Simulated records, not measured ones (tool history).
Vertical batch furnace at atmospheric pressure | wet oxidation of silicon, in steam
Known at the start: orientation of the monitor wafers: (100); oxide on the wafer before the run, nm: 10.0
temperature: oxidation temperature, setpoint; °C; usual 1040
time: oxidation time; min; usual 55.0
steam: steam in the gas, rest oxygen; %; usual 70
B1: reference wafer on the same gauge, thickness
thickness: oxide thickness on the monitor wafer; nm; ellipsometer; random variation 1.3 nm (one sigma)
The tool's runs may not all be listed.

run 1 hour=0.0 | temperature=1040 time=43.0 steam=64 | B1=350.73 | thickness=324.62
run 2 hour=84.2 | temperature=1040 time=43.0 steam=64 | B1=350.87 | thickness=323.59
run 3 hour=114.8 | temperature=1040 time=55.0 steam=70 | B1=350.79 | thickness=403.19
run 4 hour=141.5 | temperature=1040 time=55.0 steam=70 | B1=351.33 | thickness=402.03
run 5 hour=153.6 | temperature=1040 time=55.0 steam=70 | B1=350.95 | thickness=402.99
run 6 hour=180.3 | temperature=1040 time=55.0 steam=70 | B1=350.61 | thickness=402.91
run 7 hour=208.4 | temperature=1040 time=55.0 steam=70 | B1=350.71 | thickness=402.31
run 8 hour=230.0 | temperature=1040 time=55.0 steam=70 | B1=351.00 | thickness=401.60
run 9 hour=250.4 | temperature=1040 time=55.0 steam=70 | B1=351.14 | thickness=401.66
run 10 hour=265.5 | temperature=1040 time=55.0 steam=70 | B1=351.20 | thickness=402.11
run 11 hour=298.9 | temperature=1040 time=55.0 steam=70 | B1=351.02 | thickness=404.79
run 12 hour=318.9 | temperature=1040 time=72.5 steam=70 | B1=351.03 | thickness=478.64
-- hour=349.6 steam generator serviced
run 13 hour=350.6 | temperature=1046 time=55.0 steam=70 | B1=350.82 | thickness=424.69
run 14 hour=365.4 | temperature=1046 time=55.0 steam=70 | B1=350.73 | thickness=425.54
run 15 hour=389.3 | temperature=1056 time=48.0 steam=80 | B1=351.19 | thickness=449.22
-- hour=393.1 gauge calibrated
run 16 hour=411.4 | temperature=1046 time=55.0 steam=70 | B1=351.35 | thickness=425.72
run 17 hour=437.9 | temperature=1040 time=55.0 steam=70 | B1=350.96 | thickness=410.28
run 18 hour=451.0 | temperature=1021 time=74.5 steam=81 | B1=350.58 | thickness=484.00

Forecast run 19:
run 19 hour=476.8 | temperature=1040 time=55.0 steam=59 | B1=? | thickness=?

{"run 19": {"B1": 351.12, "thickness": 364.79}}
Without the tool's hidden state the same run would have given thickness 369.08 nm.

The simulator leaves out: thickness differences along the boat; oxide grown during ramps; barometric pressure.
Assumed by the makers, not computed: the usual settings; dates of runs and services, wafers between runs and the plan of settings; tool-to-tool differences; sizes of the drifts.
